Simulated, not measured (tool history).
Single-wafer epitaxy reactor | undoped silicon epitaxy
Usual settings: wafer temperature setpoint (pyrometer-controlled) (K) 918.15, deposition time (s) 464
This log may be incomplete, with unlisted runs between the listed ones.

run,hour,wafer temperature setpoint (pyrometer-controlled) (K),deposition time (s),wafers since the last listed run,hours since the last pyrometer calibration,hours since the gauge calibration,"read-back reference wafer on the same gauge, thickness_nm",mean film thickness on the monitor wafer (Å)
1,0,918.15,464,0,1118.6,1985.5,68.032,736.51
2,63.9,918.15,464,318,1182.5,2049.4,68.021,732.12
3,163.1,918.15,464,495,1281.7,2148.6,67.936,733.7
4,208.9,918.15,464,228,1327.5,2194.4,68.056,737.82
5,287.1,918.15,464,390,1405.7,2272.6,68.06,738.13
6,393,907.15,464,528,1511.6,2378.5,67.981,592.38
7,442.2,907.15,464,245,1560.8,2427.7,68.008,594.34
8,546.5,907.15,464,520,1665.1,2532,68.035,595.56
9,597.5,918.15,464,254,1716.1,2583,67.991,743.53
10,677.4,910.15,464,398,1796,2662.9,67.958,630.43
11,780.8,915.15,464,516,1899.4,2766.3,68.06,700.1
12,832,918.15,464,255,1950.6,2817.5,67.994,739.14
# hour 908.6: pyrometer calibrated
13,912.8,918.15,464,363,4.2,2898.3,68.001,708.02
14,950.8,918.15,464,189,42.2,2936.3,68.008,702.59
15,1026.7,918.15,464,378,118.1,3012.2,67.969,709.47
16,1072.3,918.15,464,227,163.7,3057.8,68.01,711.2
17,1139,918.15,464,332,230.4,3124.5,68.007,707.16
18,1208.4,918.15,464,346,299.8,3193.9,67.871,710.98
19,1304.7,918.15,464,480,396.1,3290.2,68.055,705.56
20,1360.7,918.15,464,279,452.1,3346.2,68.023,705.65
21,1400.6,918.15,464,199,492,3386.1,67.996,707.2
22,1497,918.15,464,481,588.4,3482.5,68.09,710.6
# hour 1541: pyrometer calibrated, repeated, since the last time left the tool worse
23,1555.5,922.15,391,252,14.5,3541,68,660.5
24,1611.8,918.15,464,281,70.8,3597.3,68.016,726.8
25,1705.6,927.15,391,468,164.6,3691.1,67.898,724.35
26,1761.6,927.15,464,279,220.6,3747.1,67.962,862.76
27,1799.9,928.15,423,191,258.9,3785.4,68.04,800.93
28,1886.6,925.15,436,432,345.6,3872.1,68.04,782.01
29,1933.6,931.15,521,234,392.6,3919.1,68.079,1043.19
30,2008.4,918.15,490,373,467.4,3993.9,67.976,765.89
31,2055.2,918.15,464,233,514.2,4040.7,68.026,725.61
32,2091.4,923.15,420,180,550.4,4076.9,68.086,722.4
33,2183.2,918.15,546,458,642.2,4168.7,68.036,854.59
34,2246.4,925.15,464,315,705.4,4231.9,68.109,839.11
35,2294.4,903.15,549,239,753.4,4279.9,68.018,636.11
# hour 2323.2: gauge calibrated
36,2378.4,918.15,464,419,837.4,55.2,67.864,725.86
37,2458.5,926.15,433,399,917.5,135.3,68.028,791.91
38,2554.3,927.15,409,478,1013.3,231.1,68.009,765.11
39,2659.5,907.15,493,525,1118.5,336.3,67.89,625.16
40,2749.8,918.15,546,450,1208.8,426.6,67.989,860.72
41,2827.3,929.15,464,386,1286.3,504.1,67.96,902.78
42,2885.8,923.15,506,291,1344.8,562.6,67.96,877.92
43,2973.4,918.15,500,437,1432.4,650.2,68.051,790.3
44,3043,927.15,464,347,1502,719.8,68.039,867.72
45,3319.7,926.15,517,1381,1778.7,996.5,68.06,954.2
46,3375.2,933.15,541,277,1834.2,1052,67.997,1130.47

Each row is a separate what-if for the run after 46, all from the same tool condition, not one after another. Results?
A,3375.7,918.15,464,2,1834.7,1052.5,?,?
B,3375.7,928.15,399,2,1834.7,1052.5,?,?
C,3375.7,909.15,499,2,1834.7,1052.5,?,?
D,3375.7,931.15,549,2,1834.7,1052.5,?,?

run,"read-back reference wafer on the same gauge, thickness_nm",mean film thickness on the monitor wafer (Å)
A,68.021,735.36
B,68.021,766.07
C,68.021,663.31
D,68.021,1115.73
What these runs would have given with no unlogged condition in the tool:
run,mean film thickness on the monitor wafer (Å)
A,729.8
B,760.4
C,658.22
D,1107.51

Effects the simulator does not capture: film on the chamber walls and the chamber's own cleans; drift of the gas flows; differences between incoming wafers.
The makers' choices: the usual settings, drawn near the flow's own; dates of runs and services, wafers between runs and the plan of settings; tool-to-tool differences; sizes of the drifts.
